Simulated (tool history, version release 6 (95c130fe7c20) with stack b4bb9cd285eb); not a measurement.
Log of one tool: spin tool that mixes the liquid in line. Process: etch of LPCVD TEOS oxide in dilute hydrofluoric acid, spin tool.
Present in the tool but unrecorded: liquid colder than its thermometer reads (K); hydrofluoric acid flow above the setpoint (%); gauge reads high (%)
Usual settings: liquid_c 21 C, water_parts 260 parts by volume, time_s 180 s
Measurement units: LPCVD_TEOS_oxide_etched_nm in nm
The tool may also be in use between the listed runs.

run,hour,liquid_c,water_parts,time_s,wafers since the last listed run,hours since the thermometer was replaced,hours since the hydrofluoric acid flow meter was replaced,hours since the gauge calibration,"read-back film thickness of the LPCVD TEOS oxide reference wafer, read on the same gauge (nm)",LPCVD_TEOS_oxide_etched_nm
1,0,21,260,180,0,869.2,500.4,937.6,40.88,28.7
2,88.5,21,260,180,822,957.7,588.9,1026.1,40.92,28.32
# hour 174.3: hydrofluoric acid flow meter replaced
3,174.9,21,260,180,793,1044.1,0.6,1112.5,40.95,28.43
4,261.1,21,260,180,800,1130.3,86.8,1198.7,40.95,28.45
5,319.4,21,260,180,541,1188.6,145.1,1257,40.99,28.38
6,356,21,260,180,340,1225.2,181.7,1293.6,41.01,28.61
# hour 432.4: thermometer replaced
7,432.9,21,295,180,705,0.5,258.6,1370.5,41.02,24.33
8,486.3,21,295,180,496,53.9,312,1423.9,41.1,24.39
9,593.6,23,145,125,997,161.2,419.3,1531.2,41.05,43.28
10,684,25,260,240,840,251.6,509.7,1621.6,41.08,43.79
11,771.4,21,260,180,812,339,597.1,1709,41.07,28.59
12,821.1,21,260,180,461,388.7,646.8,1758.7,41.12,28.53
# hour 876.8: hydrofluoric acid flow meter replaced
13,879,19.5,260,125,528,446.6,2.2,1816.6,41.06,18.78
# hour 910.4: gauge calibrated
14,943.9,19,295,275,603,511.5,67.1,33.5,40.12,33.81
15,999.6,25,295,180,517,567.2,122.8,89.2,40.23,27.51
16,1037.4,25,155,225,351,605,160.6,127,40.25,76.17
17,1106.5,18.5,365,260,642,674.1,229.7,196.1,40.37,24.21
18,1156.8,18,260,180,467,724.4,280,246.4,40.41,25.18
19,1256.9,21,260,95,930,824.5,380.1,346.5,40.56,14.86
20,1360.2,17,260,215,959,927.8,483.4,449.8,40.59,28.96
21,1452.8,21,260,80,860,1020.4,576,542.4,40.68,12.61
22,1550.4,25,295,180,906,1118,673.6,640,40.81,27.71
# hour 1573: hydrofluoric acid flow meter replaced
23,1597.3,21,190,180,426,1164.9,24.3,686.9,40.8,41.72
# hour 1681.3: thermometer replaced
24,1804.7,21,260,180,1917,123.4,231.7,894.3,40.9,28.65
25,1900.5,23,260,180,890,219.2,327.5,990.1,40.96,30.39
26,1975.3,21,260,180,695,294,402.3,1064.9,40.97,28.62
27,2032.7,21,260,150,533,351.4,459.7,1122.3,40.99,23.89
28,2114.1,19.5,260,125,756,432.8,541.1,1203.7,40.98,18.86
29,2182.2,21,225,240,632,500.9,609.2,1271.8,41.01,45.37
30,2263.1,21,260,180,751,581.8,690.1,1352.7,40.99,28.59
# hour 2358.3: hydrofluoric acid flow meter replaced
31,2362.4,22.5,385,285,913,681.1,4.1,1452,40.99,28.78
32,2458.6,21,260,180,893,777.3,100.3,1548.2,41.09,28.82
33,2560.3,17,260,90,945,879,202,1649.9,41.08,12.32

Predict each of these 4 candidate next runs independently; none follows another, all start after run 33:
A,2560.8,21,205,180,4,879.5,202.5,1650.4,?,?
B,2560.8,21,315,180,4,879.5,202.5,1650.4,?,?
C,2560.8,25,365,180,4,879.5,202.5,1650.4,?,?
D,2560.8,24,260,135,4,879.5,202.5,1650.4,?,?

run,"read-back film thickness of the LPCVD TEOS oxide reference wafer, read on the same gauge (nm)",LPCVD_TEOS_oxide_etched_nm
A,41.06,38.33
B,41.06,22.47
C,41.06,21.26
D,41.06,23.95
What these runs would have given with no unlogged condition in the tool:
run,LPCVD_TEOS_oxide_etched_nm
A,37.33
B,21.89
C,20.7
D,23.33

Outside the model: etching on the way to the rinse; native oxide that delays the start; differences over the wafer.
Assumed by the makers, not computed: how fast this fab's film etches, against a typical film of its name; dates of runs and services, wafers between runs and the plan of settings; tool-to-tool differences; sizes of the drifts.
